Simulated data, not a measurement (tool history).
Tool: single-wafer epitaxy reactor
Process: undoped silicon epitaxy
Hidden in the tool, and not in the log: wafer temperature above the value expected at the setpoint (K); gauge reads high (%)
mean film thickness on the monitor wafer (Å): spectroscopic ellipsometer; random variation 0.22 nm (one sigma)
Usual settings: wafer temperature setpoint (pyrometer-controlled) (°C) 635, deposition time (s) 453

run	hour	wafer temperature setpoint (pyrometer-controlled) (°C)	deposition time (s)	wafers since the last listed run	hours since the last pyrometer calibration	hours since the gauge calibration	read-back reference wafer on the same gauge, thickness_nm	mean film thickness on the monitor wafer (Å)
1	0.0	635	453	0	1335.9	541.2	56.984	536.83
2	50.3	635	453	307	1386.2	591.5	56.910	538.39
3	106.5	635	453	344	1442.4	647.7	56.899	536.31
4	140.8	635	453	209	1476.7	682.0	56.848	537.77
5	167.4	624	392	162	1503.3	708.6	57.027	351.92
6	197.6	624	392	184	1533.5	738.8	56.991	352.00
7	231.6	635	453	208	1567.5	772.8	56.921	535.29
# hour 250.0: gauge calibrated
8	269.0	635	453	228	1604.9	19.0	56.993	530.16
9	296.5	635	453	168	1632.4	46.5	56.891	532.02
10	359.2	649	476	383	1695.1	109.2	56.837	786.81

The next listed run, before its measurement:
11	422.1	635	453	385	1758.0	172.1	?	?

Run 11 gave read-back reference wafer on the same gauge, thickness_nm 56.848, mean film thickness on the monitor wafer (Å) 532.18.
Without the tool's hidden state the same run would have given mean film thickness on the monitor wafer (Å) 555.39.
